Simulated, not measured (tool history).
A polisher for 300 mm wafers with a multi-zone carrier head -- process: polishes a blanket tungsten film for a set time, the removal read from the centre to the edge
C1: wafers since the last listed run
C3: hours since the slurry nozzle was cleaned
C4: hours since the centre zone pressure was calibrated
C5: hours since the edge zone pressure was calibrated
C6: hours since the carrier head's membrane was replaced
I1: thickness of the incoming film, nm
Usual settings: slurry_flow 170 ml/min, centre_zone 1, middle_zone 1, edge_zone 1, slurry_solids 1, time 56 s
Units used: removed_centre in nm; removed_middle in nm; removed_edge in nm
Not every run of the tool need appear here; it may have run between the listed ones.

{"run": 1, "hour": 0.0, "slurry_flow": 170, "centre_zone": 0.94, "middle_zone": 1, "edge_zone": 1, "slurry_solids": 1, "time": 56, "C1": 0, "wafers polished on this pad": 1076, "C3": 151.5, "C4": 616, "C5": 485.7, "C6": 910.7, "I1": 792.9, "removed_centre": 220.7, "removed_middle": 237.9, "removed_edge": 253.3}
{"run": 2, "hour": 21.4, "slurry_flow": 170, "centre_zone": 1, "middle_zone": 1, "edge_zone": 1, "slurry_solids": 1, "time": 56, "C1": 273, "wafers polished on this pad": 1350, "C3": 172.9, "C4": 637.4, "C5": 507.1, "C6": 932.1, "I1": 795.7, "removed_centre": 241.5, "removed_middle": 238, "removed_edge": 249.6}
{"run": 3, "hour": 40.1, "slurry_flow": 155, "centre_zone": 1, "middle_zone": 1, "edge_zone": 1, "slurry_solids": 1, "time": 56, "C1": 238, "wafers polished on this pad": 1589, "C3": 191.6, "C4": 656.1, "C5": 525.8, "C6": 950.8, "I1": 780.9, "removed_centre": 230.2, "removed_middle": 235.9, "removed_edge": 250.6}
{"hour": 56.5, "done": "worn pad replaced by a new one"}
{"run": 4, "hour": 65.8, "slurry_flow": 170, "centre_zone": 1, "middle_zone": 1, "edge_zone": 1, "slurry_solids": 1, "time": 56, "C1": 277, "wafers polished on this pad": 118, "C3": 217.3, "C4": 681.8, "C5": 551.5, "C6": 976.5, "I1": 795.7, "removed_centre": 228.2, "removed_middle": 239.1, "removed_edge": 253.7}
{"run": 5, "hour": 93.5, "slurry_flow": 170, "centre_zone": 1, "middle_zone": 1, "edge_zone": 1, "slurry_solids": 1, "time": 56, "C1": 353, "wafers polished on this pad": 472, "C3": 245, "C4": 709.5, "C5": 579.2, "C6": 1004.2, "I1": 782.8, "removed_centre": 225.3, "removed_middle": 233.8, "removed_edge": 257.3}
{"hour": 94.9, "done": "slurry nozzle cleaned"}
{"run": 6, "hour": 183.3, "slurry_flow": 170, "centre_zone": 1, "middle_zone": 1, "edge_zone": 1, "slurry_solids": 1, "time": 56, "C1": 1134, "wafers polished on this pad": 1606, "C3": 88.4, "C4": 799.3, "C5": 669, "C6": 1094, "I1": 787, "removed_centre": 238.9, "removed_middle": 244.1, "removed_edge": 257}
{"run": 7, "hour": 215.8, "slurry_flow": 170, "centre_zone": 1, "middle_zone": 1, "edge_zone": 1, "slurry_solids": 1, "time": 56, "C1": 415, "wafers polished on this pad": 2022, "C3": 120.9, "C4": 831.8, "C5": 701.5, "C6": 1126.5, "I1": 789.3, "removed_centre": 235.5, "removed_middle": 241.2, "removed_edge": 249.6}
{"hour": 226.5, "done": "worn pad replaced by a new one, of another model than before"}
{"hour": 239.8, "done": "carrier head's membrane replaced by a new one"}
{"run": 8, "hour": 243.3, "slurry_flow": 170, "centre_zone": 1, "middle_zone": 1, "edge_zone": 1, "slurry_solids": 1, "time": 56, "C1": 236, "wafers polished on this pad": 151, "C3": 148.4, "C4": 859.3, "C5": 729, "C6": 3.5, "I1": 797, "removed_centre": 221.5, "removed_middle": 224.5, "removed_edge": 244.1}
{"run": 9, "hour": 257.7, "slurry_flow": 170, "centre_zone": 1, "middle_zone": 1, "edge_zone": 1, "slurry_solids": 1, "time": 56, "C1": 183, "wafers polished on this pad": 335, "C3": 162.8, "C4": 873.7, "C5": 743.4, "C6": 17.9, "I1": 782.3, "removed_centre": 216.2, "removed_middle": 221.3, "removed_edge": 238.6}
{"hour": 268.6, "done": "edge zone pressure recalibrated"}
{"run": 10, "hour": 287.2, "slurry_flow": 225, "centre_zone": 1, "middle_zone": 1, "edge_zone": 1.05, "slurry_solids": 1.2, "time": 56, "C1": 351, "wafers polished on this pad": 686, "C3": 192.3, "C4": 903.2, "C5": 18.6, "C6": 47.4, "I1": 789.5, "removed_centre": 243.5, "removed_middle": 249.3, "removed_edge": 268.8}
{"run": 11, "hour": 307.3, "slurry_flow": 170, "centre_zone": 0.93, "middle_zone": 1, "edge_zone": 0.91, "slurry_solids": 1, "time": 66, "C1": 256, "wafers polished on this pad": 943, "C3": 212.4, "C4": 923.3, "C5": 38.7, "C6": 67.5, "I1": 778.5, "removed_centre": 228.2, "removed_middle": 257.6, "removed_edge": 270.1}
{"run": 12, "hour": 340.9, "slurry_flow": 190, "centre_zone": 1, "middle_zone": 1, "edge_zone": 1, "slurry_solids": 1, "time": 40, "C1": 429, "wafers polished on this pad": 1372, "C3": 246, "C4": 956.9, "C5": 72.3, "C6": 101.1, "I1": 782.4, "removed_centre": 159.4, "removed_middle": 159.3, "removed_edge": 174}
{"hour": 367.4, "done": "slurry nozzle cleaned"}
{"run": 13, "hour": 368.2, "slurry_flow": 170, "centre_zone": 1, "middle_zone": 1, "edge_zone": 0.94, "slurry_solids": 1.2, "time": 56, "C1": 336, "wafers polished on this pad": 1708, "C3": 0.8, "C4": 984.2, "C5": 99.6, "C6": 128.4, "I1": 797, "removed_centre": 253.6, "removed_middle": 264.8, "removed_edge": 262.5}
{"hour": 387.9, "done": "centre zone pressure recalibrated"}
{"run": 14, "hour": 399.6, "slurry_flow": 220, "centre_zone": 0.97, "middle_zone": 1, "edge_zone": 1.09, "slurry_solids": 1.2, "time": 56, "C1": 375, "wafers polished on this pad": 2084, "C3": 32.2, "C4": 11.7, "C5": 131, "C6": 159.8, "I1": 790.1, "removed_centre": 250, "removed_middle": 266.5, "removed_edge": 289.1}
{"hour": 403.9, "done": "worn pad replaced by a new one"}
{"run": 15, "hour": 417.7, "slurry_flow": 170, "centre_zone": 1, "middle_zone": 1.04, "edge_zone": 1, "slurry_solids": 1, "time": 74, "C1": 180, "wafers polished on this pad": 176, "C3": 50.3, "C4": 29.8, "C5": 149.1, "C6": 177.9, "I1": 779.9, "removed_centre": 307.1, "removed_middle": 329.3, "removed_edge": 339.5}
{"run": 16, "hour": 453.0, "slurry_flow": 190, "centre_zone": 0.93, "middle_zone": 1, "edge_zone": 1.11, "slurry_solids": 1, "time": 45, "C1": 451, "wafers polished on this pad": 627, "C3": 85.6, "C4": 65.1, "C5": 184.4, "C6": 213.2, "I1": 789.8, "removed_centre": 173.4, "removed_middle": 194.3, "removed_edge": 215.2}
{"run": 17, "hour": 479.0, "slurry_flow": 170, "centre_zone": 1, "middle_zone": 1, "edge_zone": 1, "slurry_solids": 1, "time": 56, "C1": 332, "wafers polished on this pad": 960, "C3": 111.6, "C4": 91.1, "C5": 210.4, "C6": 239.2, "I1": 806.6, "removed_centre": 224.6, "removed_middle": 228.7, "removed_edge": 245.8}
{"run": 18, "hour": 491.8, "slurry_flow": 170, "centre_zone": 1, "middle_zone": 1, "edge_zone": 1, "slurry_solids": 1, "time": 56, "C1": 163, "wafers polished on this pad": 1123, "C3": 124.4, "C4": 103.9, "C5": 223.2, "C6": 252, "I1": 779.5, "removed_centre": 222.2, "removed_middle": 226.7, "removed_edge": 245.9}
{"run": 19, "hour": 527.5, "slurry_flow": 170, "centre_zone": 1, "middle_zone": 1.1, "edge_zone": 1.06, "slurry_solids": 0.8, "time": 56, "C1": 456, "wafers polished on this pad": 1579, "C3": 160.1, "C4": 139.6, "C5": 258.9, "C6": 287.7, "I1": 790.2, "removed_centre": 209.1, "removed_middle": 228.4, "removed_edge": 232.6}
{"run": 20, "hour": 552.7, "slurry_flow": 170, "centre_zone": 1, "middle_zone": 1, "edge_zone": 1, "slurry_solids": 1, "time": 65, "C1": 321, "wafers polished on this pad": 1901, "C3": 185.3, "C4": 164.8, "C5": 284.1, "C6": 312.9, "I1": 805.8, "removed_centre": 244.9, "removed_middle": 254.1, "removed_edge": 271.5}
{"hour": 559.5, "done": "worn pad replaced by a new one"}
{"run": 21, "hour": 580.7, "slurry_flow": 170, "centre_zone": 1, "middle_zone": 1, "edge_zone": 1, "slurry_solids": 0.8, "time": 56, "C1": 306, "wafers polished on this pad": 271, "C3": 213.3, "C4": 192.8, "C5": 312.1, "C6": 340.9, "I1": 797.2, "removed_centre": 204.2, "removed_middle": 209.6, "removed_edge": 227.1}

Below are 4 alternative next runs, each starting from the tool's condition after run 21. Predict each:
{"run": "A", "hour": 581.1, "slurry_flow": 170, "centre_zone": 1, "middle_zone": 1, "edge_zone": 1, "slurry_solids": 1.25, "time": 56, "C1": 5, "wafers polished on this pad": 276, "C3": 213.7, "C4": 193.2, "C5": 312.5, "C6": 341.3, "I1": 793.9, "removed_centre": "?", "removed_middle": "?", "removed_edge": "?"}
{"run": "B", "hour": 581.1, "slurry_flow": 170, "centre_zone": 1, "middle_zone": 0.91, "edge_zone": 1, "slurry_solids": 1.2, "time": 56, "C1": 5, "wafers polished on this pad": 276, "C3": 213.7, "C4": 193.2, "C5": 312.5, "C6": 341.3, "I1": 793.9, "removed_centre": "?", "removed_middle": "?", "removed_edge": "?"}
{"run": "C", "hour": 581.1, "slurry_flow": 215, "centre_zone": 1, "middle_zone": 1, "edge_zone": 1.09, "slurry_solids": 1, "time": 56, "C1": 5, "wafers polished on this pad": 276, "C3": 213.7, "C4": 193.2, "C5": 312.5, "C6": 341.3, "I1": 793.9, "removed_centre": "?", "removed_middle": "?", "removed_edge": "?"}
{"run": "D", "hour": 581.1, "slurry_flow": 115, "centre_zone": 1, "middle_zone": 1.04, "edge_zone": 0.95, "slurry_solids": 1, "time": 56, "C1": 5, "wafers polished on this pad": 276, "C3": 213.7, "C4": 193.2, "C5": 312.5, "C6": 341.3, "I1": 793.9, "removed_centre": "?", "removed_middle": "?", "removed_edge": "?"}

run=A removed_centre=222.6 removed_middle=225.1 removed_edge=246.5
run=B removed_centre=220.8 removed_middle=209.3 removed_edge=244.9
run=C removed_centre=234.1 removed_middle=233.8 removed_edge=258.3
run=D removed_centre=168.4 removed_middle=182.1 removed_edge=205.4
Stripped of hidden state, with their random variation kept, the same runs would have yielded:
run=A removed_centre=268.4 removed_middle=265 removed_edge=276
run=B removed_centre=266.3 removed_middle=246.4 removed_edge=274.2
run=C removed_centre=269.9 removed_middle=265.1 removed_edge=282.7
run=D removed_centre=228.7 removed_middle=235.5 removed_edge=241.3
